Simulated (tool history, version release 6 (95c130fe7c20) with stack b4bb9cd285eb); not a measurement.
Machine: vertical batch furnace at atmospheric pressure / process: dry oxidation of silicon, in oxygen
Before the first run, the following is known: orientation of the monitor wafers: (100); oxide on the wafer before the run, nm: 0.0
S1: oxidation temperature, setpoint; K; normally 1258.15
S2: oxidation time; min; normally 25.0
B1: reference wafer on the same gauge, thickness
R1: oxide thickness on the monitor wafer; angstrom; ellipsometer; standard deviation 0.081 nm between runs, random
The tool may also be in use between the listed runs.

{"run": 1, "hour": 0.0, "S1": 1258.15, "S2": 25.0, "B1": 19.45, "R1": 235.2}
{"run": 2, "hour": 14.1, "S1": 1258.15, "S2": 25.0, "B1": 19.43, "R1": 234.2}
{"run": 3, "hour": 47.7, "S1": 1258.15, "S2": 25.0, "B1": 19.46, "R1": 235.7}
{"run": 4, "hour": 75.7, "S1": 1258.15, "S2": 17.5, "B1": 19.5, "R1": 192.4}
{"run": 5, "hour": 118.7, "S1": 1258.15, "S2": 17.5, "B1": 19.46, "R1": 192.5}
{"run": 6, "hour": 140.5, "S1": 1275.15, "S2": 25.0, "B1": 19.45, "R1": 280.7}
{"run": 7, "hour": 156.0, "S1": 1275.15, "S2": 25.0, "B1": 19.47, "R1": 279.8}
{"run": 8, "hour": 173.0, "S1": 1275.15, "S2": 25.0, "B1": 19.47, "R1": 281.5}
{"run": 9, "hour": 191.3, "S1": 1258.15, "S2": 25.0, "B1": 19.48, "R1": 234.8}
{"run": 10, "hour": 208.7, "S1": 1258.15, "S2": 25.0, "B1": 19.48, "R1": 235.8}
{"run": 11, "hour": 234.7, "S1": 1258.15, "S2": 25.0, "B1": 19.48, "R1": 235.4}
{"run": 12, "hour": 270.4, "S1": 1258.15, "S2": 25.0, "B1": 19.53, "R1": 236.5}
{"run": 13, "hour": 292.9, "S1": 1258.15, "S2": 25.0, "B1": 19.54, "R1": 235.8}
{"run": 14, "hour": 317.5, "S1": 1258.15, "S2": 25.0, "B1": 19.53, "R1": 235.8}
{"run": 15, "hour": 350.3, "S1": 1258.15, "S2": 25.0, "B1": 19.54, "R1": 236.5}
{"run": 16, "hour": 362.4, "S1": 1258.15, "S2": 25.0, "B1": 19.53, "R1": 235.6}
{"run": 17, "hour": 383.9, "S1": 1258.15, "S2": 25.0, "B1": 19.53, "R1": 236.3}
{"hour": 409.8, "done": "thermocouples replaced and temperature profile calibrated"}
{"run": 18, "hour": 410.3, "S1": 1234.15, "S2": 29.5, "B1": 19.58, "R1": 212.2}
{"run": 19, "hour": 432.4, "S1": 1279.15, "S2": 19.5, "B1": 19.56, "R1": 255.6}
{"run": 20, "hour": 466.8, "S1": 1258.15, "S2": 25.0, "B1": 19.59, "R1": 236.1}
{"run": 21, "hour": 479.4, "S1": 1234.15, "S2": 32.5, "B1": 19.6, "R1": 227.2}
{"run": 22, "hour": 513.2, "S1": 1245.15, "S2": 25.0, "B1": 19.62, "R1": 211.1}
{"run": 23, "hour": 535.8, "S1": 1235.15, "S2": 29.0, "B1": 19.61, "R1": 212.1}
{"run": 24, "hour": 568.8, "S1": 1258.15, "S2": 25.0, "B1": 19.63, "R1": 237.6}
{"run": 25, "hour": 597.4, "S1": 1283.15, "S2": 25.0, "B1": 19.67, "R1": 303.3}
{"run": 26, "hour": 624.1, "S1": 1276.15, "S2": 15.0, "B1": 19.61, "R1": 217.1}
{"hour": 671.6, "done": "boat lift adjusted"}
{"run": 27, "hour": 711.4, "S1": 1247.15, "S2": 37.0, "B1": 19.7, "R1": 272.6}
{"hour": 717.2, "done": "gauge calibrated"}
{"run": 28, "hour": 740.1, "S1": 1249.15, "S2": 32.5, "B1": 19.46, "R1": 253.3}
{"run": 29, "hour": 755.1, "S1": 1283.15, "S2": 19.0, "B1": 19.48, "R1": 259.6}
{"run": 30, "hour": 783.7, "S1": 1243.15, "S2": 21.0, "B1": 19.48, "R1": 186.1}
{"run": 31, "hour": 818.8, "S1": 1248.15, "S2": 25.0, "B1": 19.48, "R1": 216.9}
{"run": 32, "hour": 848.1, "S1": 1258.15, "S2": 25.0, "B1": 19.51, "R1": 237.4}
{"run": 33, "hour": 871.7, "S1": 1245.15, "S2": 25.0, "B1": 19.51, "R1": 210.0}
{"run": 34, "hour": 890.4, "S1": 1258.15, "S2": 25.0, "B1": 19.52, "R1": 235.1}
{"run": 35, "hour": 960.4, "S1": 1236.15, "S2": 35.0, "B1": 19.52, "R1": 240.6}
{"run": 36, "hour": 987.6, "S1": 1258.15, "S2": 29.5, "B1": 19.51, "R1": 258.2}
{"run": 37, "hour": 1002.9, "S1": 1258.15, "S2": 25.0, "B1": 19.51, "R1": 235.1}
{"run": 38, "hour": 1020.7, "S1": 1267.15, "S2": 25.0, "B1": 19.51, "R1": 259.3}

For some of the steps in R1 from one run to the next: how much would appear even if the tool had no hidden state, given the settings, what came in and random variation, and how much remains for the hidden state plus any gauge scatter that the measured result and the result without hidden state don't share?
The hidden state here: true tube temperature minus thermocouple reading, K; monitor wafer colder than the profiled boat position, K; gauge reads high (%).
Run 5 -> 6: S1 1258.15 -> 1275.15, S2 17.5 -> 25.0. R1 +88.2 angstrom: hidden state +0.0, all else +88.2.
Run 24 -> 25: S1 1258.15 -> 1283.15. R1 +65.7 angstrom: hidden state +0.6, all else +65.1.
Run 25 -> 26: S1 1283.15 -> 1276.15, S2 25.0 -> 15.0. R1 -86.2 angstrom: hidden state -0.4, all else -85.8.
Run 26 -> 27: S1 1276.15 -> 1247.15, S2 15.0 -> 37.0, boat lift adjusted. R1 +55.5 angstrom: hidden state +1.2, all else +54.3.
Run 27 -> 28: S1 1247.15 -> 1249.15, S2 37.0 -> 32.5, gauge calibrated. R1 -19.3 angstrom: hidden state -3.2, all else -16.1.
Run 29 -> 30: S1 1283.15 -> 1243.15, S2 19.0 -> 21.0. R1 -73.5 angstrom: hidden state +0.1, all else -73.6.

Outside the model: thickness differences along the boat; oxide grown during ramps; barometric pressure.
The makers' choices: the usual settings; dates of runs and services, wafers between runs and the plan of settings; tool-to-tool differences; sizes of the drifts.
